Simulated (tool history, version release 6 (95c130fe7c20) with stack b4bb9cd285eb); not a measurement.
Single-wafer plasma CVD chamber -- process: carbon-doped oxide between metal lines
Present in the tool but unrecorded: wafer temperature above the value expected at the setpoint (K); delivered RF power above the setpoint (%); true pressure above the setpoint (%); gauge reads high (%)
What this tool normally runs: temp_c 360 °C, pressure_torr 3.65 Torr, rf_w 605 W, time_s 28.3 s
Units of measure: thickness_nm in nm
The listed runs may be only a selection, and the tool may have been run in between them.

run    hour  temp_c  pressure_torr  rf_w  time_s  wafers since the last listed run  hours since the last thermocouple change  hours since the last RF generator calibration  hours since the last manometer calibration  hours since the showerhead was replaced  hours since the gauge calibration  read-back reference wafer on the same gauge, thickness_nm  thickness_nm
  1       0     360           3.65   605    28.3                                 0                                    1587.2                                         1976.3                                      1832.7                                     6037                              728.4                                                    164.019        143.72
         34  -- thermocouple changed; heater temperature recalibrated
  2    72.1     360           3.65   605    28.3                              1795                                      38.1                                         2048.4                                      1904.8                                   6109.1                              800.5                                                    163.913       141.174
  3     152     353           3.65   605    28.3                              2237                                       118                                         2128.3                                      1984.7                                     6189                              880.4                                                    164.001       142.656
  4   209.3     360           4.29   605    28.3                              1604                                     175.3                                         2185.6                                        2042                                   6246.3                              937.7                                                    164.038       143.147
  5   298.6     360           3.18   605    28.3                              2500                                     264.6                                         2274.9                                      2131.3                                   6335.6                               1027                                                    163.897       138.843
  6   342.3     360           3.18   605    28.3                              1223                                     308.3                                         2318.6                                        2175                                   6379.3                             1070.7                                                     164.08       140.228
  7   438.4     360           3.18   605    28.3                              2691                                     404.4                                         2414.7                                      2271.1                                   6475.4                             1166.8                                                     164.03       140.288
  8   515.8     360           3.65   605    28.3                              2167                                     481.8                                         2492.1                                      2348.5                                   6552.8                             1244.2                                                    164.034       141.095
  9   570.8     360           3.65   605    29.7                              1540                                     536.8                                         2547.1                                      2403.5                                   6607.8                             1299.2                                                    164.051       148.138
 10   631.9     360           3.65   605    29.7                              1711                                     597.9                                         2608.2                                      2464.6                                   6668.9                             1360.3                                                    163.873       149.007
      710.1  -- RF generator calibrated
 11   712.8     360           3.65   605    28.3                              2041                                     678.8                                            2.7                                      2545.5                                   6749.8                             1441.2                                                    164.055        143.94
 12   816.8     360           3.65   605    28.3                              2912                                     782.8                                          106.7                                      2649.5                                   6853.8                             1545.2                                                    163.939        144.21
 13   870.6     360           3.65   605    28.3                              1506                                     836.6                                          160.5                                      2703.3                                   6907.6                               1599                                                    163.934       143.986
 14   940.4     355           2.96   605    28.3                              1954                                     906.4                                          230.3                                      2773.1                                   6977.4                             1668.8                                                    163.901       143.302
 15  1006.5     360           3.65   605    29.7                              1851                                     972.5                                          296.4                                      2839.2                                   7043.5                             1734.9                                                    163.979       151.293
 16  1079.5     360            4.4   605    28.3                              2044                                    1045.5                                          369.4                                      2912.2                                   7116.5                             1807.9                                                     164.07       147.168
 17  1154.4     360           4.22   605    33.9                              2097                                    1120.4                                          444.3                                      2987.1                                   7191.4                             1882.8                                                    164.014       173.877
 18  1225.1     360           3.65   660    32.7                              1979                                    1191.1                                            515                                      3057.8                                   7262.1                             1953.5                                                     164.04       171.341
 19  1322.9     355            2.8   525    28.3                              2738                                    1288.9                                          612.8                                      3155.6                                   7359.9                             2051.3                                                    164.094        134.22
     1351.3  -- gauge calibrated
 20  1363.3     360           3.65   605    28.3                              1131                                    1329.3                                          653.2                                        3196                                   7400.3                                 12                                                    163.889       143.407
     1393.4  -- showerhead replaced
 21  1453.2     360           3.65   605    28.3                              2293                                    1419.2                                          743.1                                      3285.9                                     59.8                              101.9                                                    164.006       143.206
     1468.8  -- capacitance manometer re-zeroed and calibrated
 22  1493.6     360           3.65   605    28.3                               907                                    1459.6                                          783.5                                        24.8                                    100.2                              142.3                                                    163.909       143.559
     1503.8  -- thermocouple changed; heater temperature recalibrated
 23  1572.9     355           2.87   545    28.3                              1996                                      69.1                                          862.8                                       104.1                                    179.5                              221.6                                                    164.027       135.024
 24  1644.6     371           4.18   545    28.3                              2007                                     140.8                                          934.5                                       175.8                                    251.2                              293.3                                                    163.891       133.969
 25  1691.3     360           3.65   605    28.3                              1307                                     187.5                                          981.2                                       222.5                                    297.9                                340                                                    164.076        143.19
 26  1913.6     374           3.39   550    25.7                              6225                                     409.8                                         1203.5                                       444.8                                    520.2                              562.3                                                    163.981       119.266
 27  1988.2     360           4.37   605    31.3                              2089                                     484.4                                         1278.1                                       519.4                                    594.8                              636.9                                                    163.877       160.268

Below are 4 alternative next runs, each starting from the tool's condition after run 27. Predict each:
  A  1988.6     360           3.65   685    28.3                                11                                     484.8                                         1278.5                                       519.8                                    595.2                              637.3                                                          ?             ?
  B  1988.6     366           3.65   605    28.3                                11                                     484.8                                         1278.5                                       519.8                                    595.2                              637.3                                                          ?             ?
  C  1988.6     356           4.26   605    28.3                                11                                     484.8                                         1278.5                                       519.8                                    595.2                              637.3                                                          ?             ?
  D  1988.6     360           3.65   540    28.3                                11                                     484.8                                         1278.5                                       519.8                                    595.2                              637.3                                                          ?             ?

run  read-back reference wafer on the same gauge, thickness_nm  thickness_nm
  A                                                    164.055       150.864
  B                                                    164.055        140.72
  C                                                    164.055       146.541
  D                                                    164.055       135.987
The same runs, with their run-to-run variation unchanged, on a tool lacking any hidden condition would have given:
run  thickness_nm
  A        151.41
  B       141.404
  C       147.085
  D       136.534

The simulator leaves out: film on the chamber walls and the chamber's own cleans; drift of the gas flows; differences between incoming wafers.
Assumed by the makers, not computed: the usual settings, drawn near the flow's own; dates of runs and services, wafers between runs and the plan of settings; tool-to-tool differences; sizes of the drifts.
